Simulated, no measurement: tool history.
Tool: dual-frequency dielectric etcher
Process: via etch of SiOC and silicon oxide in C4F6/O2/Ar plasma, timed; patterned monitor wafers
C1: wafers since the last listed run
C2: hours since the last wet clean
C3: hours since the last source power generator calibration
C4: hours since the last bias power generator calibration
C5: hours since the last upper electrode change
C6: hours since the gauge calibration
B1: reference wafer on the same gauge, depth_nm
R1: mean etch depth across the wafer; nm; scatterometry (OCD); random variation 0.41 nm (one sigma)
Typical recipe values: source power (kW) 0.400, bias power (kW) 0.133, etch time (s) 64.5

run 1 hour=0.0 | source_power_(kW)=0.400 bias_power_(kW)=0.133 etch_time_(s)=64.5 | C1=0 C2=10.7 C3=3019.9 C4=1787.6 C5=2572.6 C6=364.5 | B1=60.7 | R1=68.4
run 2 hour=60.8 | source_power_(kW)=0.400 bias_power_(kW)=0.133 etch_time_(s)=64.5 | C1=823 C2=71.5 C3=3080.7 C4=1848.4 C5=2633.4 C6=425.3 | B1=60.8 | R1=67.7
run 3 hour=229.6 | source_power_(kW)=0.400 bias_power_(kW)=0.133 etch_time_(s)=64.5 | C1=2286 C2=240.3 C3=3249.5 C4=2017.2 C5=2802.2 C6=594.1 | B1=61.1 | R1=68.9
run 4 hour=317.0 | source_power_(kW)=0.400 bias_power_(kW)=0.133 etch_time_(s)=64.5 | C1=1183 C2=327.7 C3=3336.9 C4=2104.6 C5=2889.6 C6=681.5 | B1=61.4 | R1=69.6
run 5 hour=419.5 | source_power_(kW)=0.400 bias_power_(kW)=0.133 etch_time_(s)=64.5 | C1=1388 C2=430.2 C3=3439.4 C4=2207.1 C5=2992.1 C6=784.0 | B1=61.5 | R1=69.1
-- hour=445.9 wet clean of the chamber
run 6 hour=497.7 | source_power_(kW)=0.400 bias_power_(kW)=0.133 etch_time_(s)=64.5 | C1=734 C2=51.8 C3=3517.6 C4=2285.3 C5=3070.3 C6=862.2 | B1=61.5 | R1=69.0
-- hour=559.9 upper electrode replaced
run 7 hour=560.4 | source_power_(kW)=0.400 bias_power_(kW)=0.133 etch_time_(s)=54.0 | C1=524 C2=114.5 C3=3580.3 C4=2348.0 C5=0.5 C6=924.9 | B1=61.7 | R1=58.5
run 8 hour=589.5 | source_power_(kW)=0.400 bias_power_(kW)=0.133 etch_time_(s)=54.0 | C1=394 C2=143.6 C3=3609.4 C4=2377.1 C5=29.6 C6=954.0 | B1=61.8 | R1=58.0
run 9 hour=696.3 | source_power_(kW)=0.400 bias_power_(kW)=0.133 etch_time_(s)=64.5 | C1=1446 C2=250.4 C3=3716.2 C4=2483.9 C5=136.4 C6=1060.8 | B1=62.0 | R1=69.9
run 10 hour=799.4 | source_power_(kW)=0.490 bias_power_(kW)=0.142 etch_time_(s)=79.0 | C1=1396 C2=353.5 C3=3819.3 C4=2587.0 C5=239.5 C6=1163.9 | B1=62.3 | R1=96.0
run 11 hour=871.2 | source_power_(kW)=0.400 bias_power_(kW)=0.103 etch_time_(s)=64.5 | C1=972 C2=425.3 C3=3891.1 C4=2658.8 C5=311.3 C6=1235.7 | B1=62.3 | R1=63.5
-- hour=889.3 gauge calibrated
-- hour=902.4 bias power generator calibrated
-- hour=917.7 wet clean of the chamber
run 12 hour=918.2 | source_power_(kW)=0.320 bias_power_(kW)=0.153 etch_time_(s)=64.5 | C1=374 C2=0.5 C3=3938.1 C4=15.8 C5=358.3 C6=28.9 | B1=59.8 | R1=65.9
-- hour=973.7 source power generator calibrated
run 13 hour=1000.6 | source_power_(kW)=0.400 bias_power_(kW)=0.111 etch_time_(s)=80.0 | C1=1061 C2=82.9 C3=26.9 C4=98.2 C5=440.7 C6=111.3 | B1=60.1 | R1=78.0
run 14 hour=1060.7 | source_power_(kW)=0.430 bias_power_(kW)=0.133 etch_time_(s)=64.5 | C1=814 C2=143.0 C3=87.0 C4=158.3 C5=500.8 C6=171.4 | B1=60.1 | R1=70.3
run 15 hour=1097.1 | source_power_(kW)=0.330 bias_power_(kW)=0.110 etch_time_(s)=64.5 | C1=493 C2=179.4 C3=123.4 C4=194.7 C5=537.2 C6=207.8 | B1=60.3 | R1=57.9
run 16 hour=1192.4 | source_power_(kW)=0.460 bias_power_(kW)=0.133 etch_time_(s)=64.5 | C1=1290 C2=274.7 C3=218.7 C4=290.0 C5=632.5 C6=303.1 | B1=60.4 | R1=70.8
run 17 hour=1264.4 | source_power_(kW)=0.400 bias_power_(kW)=0.133 etch_time_(s)=64.5 | C1=975 C2=346.7 C3=290.7 C4=362.0 C5=704.5 C6=375.1 | B1=60.7 | R1=67.9

Pick out some run-to-run changes in R1. Of each, how much would a tool without hidden state show as well, from the settings, what came in and chance, and how much is left for the hidden state and any gauge scatter not in both results compared?
Hidden state at play: etch rate over this chamber's usual, %; source power that arrives over what is set, %; bias power that arrives over what is set, %; gauge reads high (%).
Run 10 -> 11: source power (kW) 0.490 -> 0.400, bias power (kW) 0.142 -> 0.103, etch time (s) 79.0 -> 64.5. R1 -32.5 nm: hidden state -1.1, all else -31.4.
Run 11 -> 12: source power (kW) 0.400 -> 0.320, bias power (kW) 0.103 -> 0.153, gauge calibrated, bias power generator calibrated, wet clean of the chamber. R1 +2.4 nm: hidden state -2.5, all else +4.9.
